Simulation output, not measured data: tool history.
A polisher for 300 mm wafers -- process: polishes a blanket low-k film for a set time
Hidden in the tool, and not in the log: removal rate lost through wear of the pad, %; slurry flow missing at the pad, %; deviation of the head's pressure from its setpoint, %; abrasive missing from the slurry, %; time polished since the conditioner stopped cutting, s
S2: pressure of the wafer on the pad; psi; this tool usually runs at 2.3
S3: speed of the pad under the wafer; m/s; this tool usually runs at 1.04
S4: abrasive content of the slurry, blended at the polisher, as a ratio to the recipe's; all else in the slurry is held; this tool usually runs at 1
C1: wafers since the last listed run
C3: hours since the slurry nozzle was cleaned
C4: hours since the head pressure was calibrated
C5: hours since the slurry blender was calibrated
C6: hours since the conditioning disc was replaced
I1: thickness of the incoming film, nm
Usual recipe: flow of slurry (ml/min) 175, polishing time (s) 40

Run 1, hour 0: usual settings; C1 0; wafers polished on this pad 3879; C3 241.3; C4 215.1; C5 248.3; C6 105.8; I1 609.3. Result: film removed (Å) 136.
Run 2, hour 45.3: usual settings; C1 616; wafers polished on this pad 4496; C3 286.6; C4 260.4; C5 293.6; C6 151.1; I1 610.9. Result: film removed (Å) 127.
At hour 51.7: worn pad replaced by a new one.
At hour 75.8: slurry blender recalibrated.
Run 3, hour 97: usual settings; C1 621; wafers polished on this pad 588; C3 338.3; C4 312.1; C5 21.2; C6 202.8; I1 619.7. Result: film removed (Å) 142.
Run 4, hour 147: usual settings; C1 680; wafers polished on this pad 1268; C3 388.3; C4 362.1; C5 71.2; C6 252.8; I1 630.8. Result: film removed (Å) 136.
At hour 200.5: conditioning disc replaced and pad reconditioned.
At hour 233.5: head pressure recalibrated.
Run 5, hour 241: usual settings but polishing time (s) 32; C1 1224; wafers polished on this pad 2493; C3 482.3; C4 7.5; C5 165.2; C6 40.5; I1 616.5. Result: film removed (Å) 113.
Run 6, hour 324.6: usual settings but S3 1.32 m/s; C1 1137; wafers polished on this pad 3630; C3 565.9; C4 91.1; C5 248.8; C6 124.1; I1 607.7. Result: film removed (Å) 156.
At hour 372.3: worn pad replaced by a new one.
Run 7, hour 373.3: usual settings but S3 1.32 m/s; C1 607; wafers polished on this pad 13; C3 614.6; C4 139.8; C5 297.5; C6 172.8; I1 622.9. Result: film removed (Å) 149.
At hour 423.3: slurry blender recalibrated.
Run 8, hour 430.1: usual settings; C1 745; wafers polished on this pad 758; C3 671.4; C4 196.6; C5 6.8; C6 229.6; I1 626.3. Result: film removed (Å) 134.
At hour 493.5: conditioning disc replaced and pad reconditioned.
At hour 549.8: slurry nozzle cleaned.
Run 9, hour 581.1: usual settings but polishing time (s) 33; C1 2012; wafers polished on this pad 2771; C3 31.3; C4 347.6; C5 157.8; C6 87.6; I1 611. Result: film removed (Å) 114.
At hour 608.3: head pressure recalibrated.
Run 10, hour 624.4: usual settings but polishing time (s) 33; C1 561; wafers polished on this pad 3333; C3 74.6; C4 16.1; C5 201.1; C6 130.9; I1 616.2. Result: film removed (Å) 112.
Run 11, hour 672.1: usual settings but polishing time (s) 33; C1 648; wafers polished on this pad 3981; C3 122.3; C4 63.8; C5 248.8; C6 178.6; I1 610.2. Result: film removed (Å) 106.
At hour 695.5: worn pad replaced by a new one.
Run 12, hour 717.2: usual settings; C1 559; wafers polished on this pad 295; C3 167.4; C4 108.9; C5 293.9; C6 223.7; I1 617.4. Result: film removed (Å) 123.
Run 13, hour 777.1: usual settings but flow of slurry (ml/min) 155, S3 0.9 m/s; C1 814; wafers polished on this pad 1110; C3 227.3; C4 168.8; C5 353.8; C6 283.6; I1 609.6. Result: film removed (Å) 105.
At hour 789.2: slurry blender recalibrated.
At hour 841.6: conditioning disc replaced and pad reconditioned.
Run 14, hour 858.2: usual settings but flow of slurry (ml/min) 125; C1 1048; wafers polished on this pad 2158; C3 308.4; C4 249.9; C5 69; C6 16.6; I1 621.6. Result: film removed (Å) 142.
Run 15, hour 956: usual settings but S3 1.4 m/s; C1 1330; wafers polished on this pad 3488; C3 406.2; C4 347.7; C5 166.8; C6 114.4; I1 622.4. Result: film removed (Å) 172.
At hour 976.9: head pressure recalibrated.
At hour 984.4: worn pad replaced by a new one.
Run 16, hour 1053: usual settings but flow of slurry (ml/min) 115, S2 2 psi, S3 1.22 m/s, polishing time (s) 44; C1 1237; wafers polished on this pad 933; C3 503.2; C4 76.1; C5 263.8; C6 211.4; I1 613.7. Result: film removed (Å) 131.
At hour 1106: slurry blender recalibrated.
Run 17, hour 1128.9: usual settings; C1 1005; wafers polished on this pad 1938; C3 579.1; C4 152; C5 22.9; C6 287.3; I1 612.4. Result: film removed (Å) 132.
At hour 1176.9: conditioning disc replaced and pad reconditioned.
Run 18, hour 1192: usual settings; C1 831; wafers polished on this pad 2769; C3 642.2; C4 215.1; C5 86; C6 15.1; I1 619.2. Result: film removed (Å) 148.

Expected results for the next run?
Run 19, hour 1285.8: usual settings but flow of slurry (ml/min) 215, S2 3 psi, S4 0.85, polishing time (s) 46; C1 1275; wafers polished on this pad 4045; C3 736; C4 308.9; C5 179.8; C6 108.9; I1 608.9. Result: film removed (Å) ?.

{"run 19": {"film removed (Å)": 182}}
Take away the tool's hidden state, keep the run-to-run variation as it was, and the same run would have given film removed (Å) 225.
